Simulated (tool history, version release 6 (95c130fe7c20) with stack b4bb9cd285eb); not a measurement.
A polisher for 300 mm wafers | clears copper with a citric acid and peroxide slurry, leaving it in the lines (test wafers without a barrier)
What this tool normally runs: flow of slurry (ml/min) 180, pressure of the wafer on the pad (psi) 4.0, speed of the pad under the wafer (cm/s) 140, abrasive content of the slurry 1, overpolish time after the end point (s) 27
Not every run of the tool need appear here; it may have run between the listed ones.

run,hour,flow of slurry (ml/min),pressure of the wafer on the pad (psi),speed of the pad under the wafer (cm/s),abrasive content of the slurry,overpolish time after the end point (s),"incoming thickness of the incoming film, nm",time until the end point was called (s),dishing of a wide line in a test structure (nm)
1,0.0,180,4.0,140,1,27,315.8,85.9,64.2
2,22.4,180,4.0,140,1,27,323.9,90.1,63.2
3,47.9,180,4.0,140,1,27,320.2,91.2,62.5
4,63.6,180,4.0,140,1,27,320.7,94.5,62.6
# hour 103.0: worn pad replaced by a new one
5,103.5,180,4.0,140,1,27,317.2,83.4,65.7
6,128.4,180,4.0,140,1,27,322.4,90.2,66.4
# hour 222.0: head pressure recalibrated
7,222.5,180,4.0,140,1,27,320.5,97.2,61.1
# hour 226.6: worn pad replaced by a new one
8,249.1,180,4.0,140,1,27,318.5,87.3,66.6
9,269.6,180,4.0,140,1,27,317.1,86.8,64.5
10,287.9,180,4.0,140,1,27,319.3,88.4,65.0
11,319.9,180,4.0,140,1,27,320.9,95.0,63.4
12,338.1,180,4.0,140,1,27,320.2,95.7,62.0
# hour 356.5: worn pad replaced by a new one
13,361.3,195,4.0,140,1,27,317.2,83.6,68.1

Expected results for the next run?
14,393.9,180,2.9,140,1,27,323.0,?,?

time until the end point was called (s): 109.0
dishing of a wide line in a test structure (nm): 55.8
Minus the tool's unlogged condition, the same run would have read time until the end point was called (s) 105.1, dishing of a wide line in a test structure (nm) 57.5.

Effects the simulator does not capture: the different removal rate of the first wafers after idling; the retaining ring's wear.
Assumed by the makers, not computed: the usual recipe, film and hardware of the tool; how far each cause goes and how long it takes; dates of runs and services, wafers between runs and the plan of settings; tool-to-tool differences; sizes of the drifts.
